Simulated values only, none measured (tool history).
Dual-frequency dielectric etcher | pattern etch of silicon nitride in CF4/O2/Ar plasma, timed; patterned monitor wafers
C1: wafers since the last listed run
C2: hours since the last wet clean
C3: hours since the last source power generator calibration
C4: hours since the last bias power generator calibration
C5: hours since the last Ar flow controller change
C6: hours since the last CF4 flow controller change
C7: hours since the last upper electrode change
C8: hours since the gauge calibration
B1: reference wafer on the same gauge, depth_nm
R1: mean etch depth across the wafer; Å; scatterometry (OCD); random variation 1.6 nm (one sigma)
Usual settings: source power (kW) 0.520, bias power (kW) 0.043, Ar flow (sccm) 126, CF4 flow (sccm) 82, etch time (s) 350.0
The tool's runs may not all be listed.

{"run": 1, "hour": 0.0, "source power (kW)": 0.52, "bias power (kW)": 0.043, "Ar flow (sccm)": 126, "CF4 flow (sccm)": 82, "etch time (s)": 284.0, "C1": 0, "C2": 467.1, "C3": 1022.3, "C4": 2132.1, "C5": 3302.3, "C6": 1751.8, "C7": 4638.5, "C8": 2096.8, "B1": 676.3, "R1": 4869}
{"hour": 84.1, "done": "wet clean of the chamber"}
{"run": 2, "hour": 84.6, "source power (kW)": 0.52, "bias power (kW)": 0.037, "Ar flow (sccm)": 126, "CF4 flow (sccm)": 82, "etch time (s)": 350.0, "C1": 367, "C2": 0.5, "C3": 1106.9, "C4": 2216.7, "C5": 3386.9, "C6": 1836.4, "C7": 4723.1, "C8": 2181.4, "B1": 675.9, "R1": 5616}
{"hour": 214.0, "done": "Ar flow controller replaced"}
{"hour": 281.6, "done": "bias power generator calibrated"}
{"hour": 303.6, "done": "gauge calibrated"}
{"hour": 314.5, "done": "upper electrode replaced"}
{"run": 3, "hour": 338.1, "source power (kW)": 0.52, "bias power (kW)": 0.037, "Ar flow (sccm)": 126, "CF4 flow (sccm)": 82, "etch time (s)": 350.0, "C1": 1330, "C2": 254.0, "C3": 1360.4, "C4": 56.5, "C5": 124.1, "C6": 2089.9, "C7": 23.6, "C8": 34.5, "B1": 676.0, "R1": 5617}
{"run": 4, "hour": 422.2, "source power (kW)": 0.52, "bias power (kW)": 0.043, "Ar flow (sccm)": 126, "CF4 flow (sccm)": 82, "etch time (s)": 350.0, "C1": 509, "C2": 338.1, "C3": 1444.5, "C4": 140.6, "C5": 208.2, "C6": 2174.0, "C7": 107.7, "C8": 118.6, "B1": 676.0, "R1": 5999}
{"run": 5, "hour": 501.4, "source power (kW)": 0.52, "bias power (kW)": 0.043, "Ar flow (sccm)": 126, "CF4 flow (sccm)": 82, "etch time (s)": 350.0, "C1": 480, "C2": 417.3, "C3": 1523.7, "C4": 219.8, "C5": 287.4, "C6": 2253.2, "C7": 186.9, "C8": 197.8, "B1": 675.8, "R1": 5946}
{"run": 6, "hour": 607.1, "source power (kW)": 0.52, "bias power (kW)": 0.043, "Ar flow (sccm)": 126, "CF4 flow (sccm)": 97, "etch time (s)": 432.0, "C1": 640, "C2": 523.0, "C3": 1629.4, "C4": 325.5, "C5": 393.1, "C6": 2358.9, "C7": 292.6, "C8": 303.5, "B1": 675.9, "R1": 7567}
{"run": 7, "hour": 663.1, "source power (kW)": 0.52, "bias power (kW)": 0.051, "Ar flow (sccm)": 126, "CF4 flow (sccm)": 82, "etch time (s)": 350.0, "C1": 339, "C2": 579.0, "C3": 1685.4, "C4": 381.5, "C5": 449.1, "C6": 2414.9, "C7": 348.6, "C8": 359.5, "B1": 676.6, "R1": 6413}
{"run": 8, "hour": 737.6, "source power (kW)": 0.45, "bias power (kW)": 0.043, "Ar flow (sccm)": 126, "CF4 flow (sccm)": 82, "etch time (s)": 350.0, "C1": 451, "C2": 653.5, "C3": 1759.9, "C4": 456.0, "C5": 523.6, "C6": 2489.4, "C7": 423.1, "C8": 434.0, "B1": 676.4, "R1": 5106}
{"hour": 810.7, "done": "wet clean of the chamber"}
{"run": 9, "hour": 845.2, "source power (kW)": 0.41, "bias power (kW)": 0.032, "Ar flow (sccm)": 117, "CF4 flow (sccm)": 70, "etch time (s)": 350.0, "C1": 506, "C2": 34.5, "C3": 1867.5, "C4": 563.6, "C5": 631.2, "C6": 2597.0, "C7": 530.7, "C8": 541.6, "B1": 675.9, "R1": 4026}
{"run": 10, "hour": 1056.3, "source power (kW)": 0.59, "bias power (kW)": 0.043, "Ar flow (sccm)": 115, "CF4 flow (sccm)": 82, "etch time (s)": 256.0, "C1": 1279, "C2": 245.6, "C3": 2078.6, "C4": 774.7, "C5": 842.3, "C6": 2808.1, "C7": 741.8, "C8": 752.7, "B1": 676.2, "R1": 5058}
{"hour": 1148.3, "done": "source power generator calibrated"}
{"run": 11, "hour": 1148.8, "source power (kW)": 0.6, "bias power (kW)": 0.043, "Ar flow (sccm)": 108, "CF4 flow (sccm)": 91, "etch time (s)": 396.5, "C1": 536, "C2": 338.1, "C3": 0.5, "C4": 867.2, "C5": 934.8, "C6": 2900.6, "C7": 834.3, "C8": 845.2, "B1": 675.8, "R1": 8234}
{"run": 12, "hour": 1215.9, "source power (kW)": 0.52, "bias power (kW)": 0.051, "Ar flow (sccm)": 126, "CF4 flow (sccm)": 82, "etch time (s)": 350.0, "C1": 406, "C2": 405.2, "C3": 67.6, "C4": 934.3, "C5": 1001.9, "C6": 2967.7, "C7": 901.4, "C8": 912.3, "B1": 676.3, "R1": 6365}
{"run": 13, "hour": 1322.2, "source power (kW)": 0.52, "bias power (kW)": 0.043, "Ar flow (sccm)": 100, "CF4 flow (sccm)": 95, "etch time (s)": 350.0, "C1": 644, "C2": 511.5, "C3": 173.9, "C4": 1040.6, "C5": 1108.2, "C6": 3074.0, "C7": 1007.7, "C8": 1018.6, "B1": 675.8, "R1": 6411}
{"hour": 1386.7, "done": "wet clean of the chamber"}
{"run": 14, "hour": 1426.7, "source power (kW)": 0.52, "bias power (kW)": 0.043, "Ar flow (sccm)": 126, "CF4 flow (sccm)": 82, "etch time (s)": 277.0, "C1": 488, "C2": 40.0, "C3": 278.4, "C4": 1145.1, "C5": 1212.7, "C6": 3178.5, "C7": 1112.2, "C8": 1123.1, "B1": 676.0, "R1": 4699}
{"hour": 1471.4, "done": "CF4 flow controller replaced"}
{"run": 15, "hour": 1501.6, "source power (kW)": 0.52, "bias power (kW)": 0.043, "Ar flow (sccm)": 126, "CF4 flow (sccm)": 82, "etch time (s)": 350.0, "C1": 417, "C2": 114.9, "C3": 353.3, "C4": 1220.0, "C5": 1287.6, "C6": 30.2, "C7": 1187.1, "C8": 1198.0, "B1": 676.2, "R1": 6034}
{"run": 16, "hour": 1565.1, "source power (kW)": 0.52, "bias power (kW)": 0.034, "Ar flow (sccm)": 152, "CF4 flow (sccm)": 82, "etch time (s)": 390.0, "C1": 384, "C2": 178.4, "C3": 416.8, "C4": 1283.5, "C5": 1351.1, "C6": 93.7, "C7": 1250.6, "C8": 1261.5, "B1": 676.1, "R1": 5807}
{"run": 17, "hour": 1638.5, "source power (kW)": 0.52, "bias power (kW)": 0.034, "Ar flow (sccm)": 126, "CF4 flow (sccm)": 82, "etch time (s)": 350.0, "C1": 444, "C2": 251.8, "C3": 490.2, "C4": 1356.9, "C5": 1424.5, "C6": 167.1, "C7": 1324.0, "C8": 1334.9, "B1": 677.0, "R1": 5457}
{"run": 18, "hour": 1742.1, "source power (kW)": 0.52, "bias power (kW)": 0.043, "Ar flow (sccm)": 126, "CF4 flow (sccm)": 91, "etch time (s)": 350.0, "C1": 628, "C2": 355.4, "C3": 593.8, "C4": 1460.5, "C5": 1528.1, "C6": 270.7, "C7": 1427.6, "C8": 1438.5, "B1": 676.2, "R1": 6121}
{"run": 19, "hour": 1861.8, "source power (kW)": 0.58, "bias power (kW)": 0.043, "Ar flow (sccm)": 126, "CF4 flow (sccm)": 82, "etch time (s)": 350.0, "C1": 725, "C2": 475.1, "C3": 713.5, "C4": 1580.2, "C5": 1647.8, "C6": 390.4, "C7": 1547.3, "C8": 1558.2, "B1": 675.5, "R1": 6732}
{"run": 20, "hour": 1950.6, "source power (kW)": 0.52, "bias power (kW)": 0.043, "Ar flow (sccm)": 126, "CF4 flow (sccm)": 65, "etch time (s)": 350.0, "C1": 538, "C2": 563.9, "C3": 802.3, "C4": 1669.0, "C5": 1736.6, "C6": 479.2, "C7": 1636.1, "C8": 1647.0, "B1": 675.8, "R1": 5724}
{"hour": 2004.1, "done": "wet clean of the chamber"}
{"run": 21, "hour": 2049.0, "source power (kW)": 0.52, "bias power (kW)": 0.043, "Ar flow (sccm)": 126, "CF4 flow (sccm)": 82, "etch time (s)": 350.0, "C1": 451, "C2": 44.9, "C3": 900.7, "C4": 1767.4, "C5": 1835.0, "C6": 577.6, "C7": 1734.5, "C8": 1745.4, "B1": 676.2, "R1": 6013}
{"run": 22, "hour": 2134.3, "source power (kW)": 0.52, "bias power (kW)": 0.043, "Ar flow (sccm)": 126, "CF4 flow (sccm)": 82, "etch time (s)": 350.0, "C1": 517, "C2": 130.2, "C3": 986.0, "C4": 1852.7, "C5": 1920.3, "C6": 662.9, "C7": 1819.8, "C8": 1830.7, "B1": 675.5, "R1": 5956}

How the hidden state differs across the entries between the runs, from the last listed run before each to the first after it:
Between runs 1 and 2: wet clean of the chamber (hour 84.1)
  CF4 flow that arrives over what is set, %: -3.29 -> -3.51
  measured less the result without the state, R1: -30 -> -39 Å
Between runs 2 and 3: Ar flow controller replaced (hour 214.0); bias power generator calibrated (hour 281.6); gauge calibrated (hour 303.6); upper electrode replaced (hour 314.5)
  CF4 flow that arrives over what is set, %: -3.51 -> -4.17
  measured less the result without the state, R1: -39 -> -47 Å
Between runs 8 and 9: wet clean of the chamber (hour 810.7)
  CF4 flow that arrives over what is set, %: -5.21 -> -5.49
  measured less the result without the state, R1: -49 -> -46 Å
Between runs 10 and 11: source power generator calibrated (hour 1148.3)
  CF4 flow that arrives over what is set, %: -6.04 -> -6.28
  measured less the result without the state, R1: -57 -> -92 Å
Between runs 13 and 14: wet clean of the chamber (hour 1386.7)
  CF4 flow that arrives over what is set, %: -6.73 -> -7
  measured less the result without the state, R1: -70 -> -63 Å
Between runs 14 and 15: CF4 flow controller replaced (hour 1471.4)
  CF4 flow that arrives over what is set, %: -7 -> -0.803
  measured less the result without the state, R1: -63 -> -9 Å
Between runs 20 and 21: wet clean of the chamber (hour 2004.1)
  CF4 flow that arrives over what is set, %: -1.97 -> -2.23
  measured less the result without the state, R1: -22 -> -25 Å

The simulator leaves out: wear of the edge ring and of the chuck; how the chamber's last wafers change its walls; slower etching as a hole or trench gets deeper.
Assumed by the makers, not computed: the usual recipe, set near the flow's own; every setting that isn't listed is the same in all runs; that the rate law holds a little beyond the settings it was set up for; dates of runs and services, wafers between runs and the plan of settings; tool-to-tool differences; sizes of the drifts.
